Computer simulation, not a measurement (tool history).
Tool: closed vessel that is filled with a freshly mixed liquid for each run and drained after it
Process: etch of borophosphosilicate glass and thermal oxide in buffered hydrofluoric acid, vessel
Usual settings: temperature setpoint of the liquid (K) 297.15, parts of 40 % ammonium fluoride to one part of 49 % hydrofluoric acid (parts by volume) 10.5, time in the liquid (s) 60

run	hour	temperature setpoint of the liquid (K)	parts of 40 % ammonium fluoride to one part of 49 % hydrofluoric acid (parts by volume)	time in the liquid (s)	wafers since the last listed run	hours since the thermometer was replaced	hours since the hydrofluoric acid flow meter was replaced	hours since the gauge calibration	read-back film thickness of the borophosphosilicate glass reference wafer, read on the same gauge (nm)	read-back film thickness of the thermal oxide reference wafer, read on the same gauge (nm)	thickness taken off the borophosphosilicate glass on a monitor wafer (angstrom)	thickness taken off the thermal oxide on a monitor wafer (angstrom)
1	0	299.65	10.5	60	0	1274.4	773.1	25.9	39.97	110.01	1021	912.3
2	12.4	299.65	10.5	60	1074	1286.8	785.5	38.3	39.99	110.03	1014.1	898.9
3	26.1	297.15	10.5	60	1187	1300.5	799.2	52	39.96	109.99	894.4	778.6
4	32.8	297.15	10.5	60	580	1307.2	805.9	58.7	40	110	896.1	782.6
5	48.3	297.15	12	60	1343	1322.7	821.4	74.2	39.98	109.99	782.5	699.5
6	62.6	297.15	12	60	1239	1337	835.7	88.5	40.03	110	787.1	704.6
# hour 69.5: hydrofluoric acid flow meter replaced
7	77.6	295.15	10.5	60	1213	1352	8.1	103.5	39.97	110.01	811.7	717.7
# hour 87.9: gauge calibrated
8	88	295.15	10.5	60	901	1362.4	18.5	0.1	39.97	110.03	803.9	719.5
9	103.6	300.15	12.5	60	1351	1378	34.1	15.7	40.04	109.95	883.4	781.8
10	113.8	300.65	10.5	80	883	1388.2	44.3	25.9	39.99	109.99	1450.7	1307
11	126.8	299.65	10.5	60	1126	1401.2	57.3	38.9	40	109.98	1022.8	910.1

Forecast run 12:
12	137.6	297.15	11.5	30	935	1412	68.1	49.7	?	?	?	?

{"run 12": {"read-back film thickness of the borophosphosilicate glass reference wafer, read on the same gauge (nm)": 39.99, "read-back film thickness of the thermal oxide reference wafer, read on the same gauge (nm)": 110.03, "thickness taken off the borophosphosilicate glass on a monitor wafer (angstrom)": 414.4, "thickness taken off the thermal oxide on a monitor wafer (angstrom)": 361.2}}
Without the tool's hidden state the same run would have given thickness taken off the borophosphosilicate glass on a monitor wafer (angstrom) 359.6, thickness taken off the thermal oxide on a monitor wafer (angstrom) 313.

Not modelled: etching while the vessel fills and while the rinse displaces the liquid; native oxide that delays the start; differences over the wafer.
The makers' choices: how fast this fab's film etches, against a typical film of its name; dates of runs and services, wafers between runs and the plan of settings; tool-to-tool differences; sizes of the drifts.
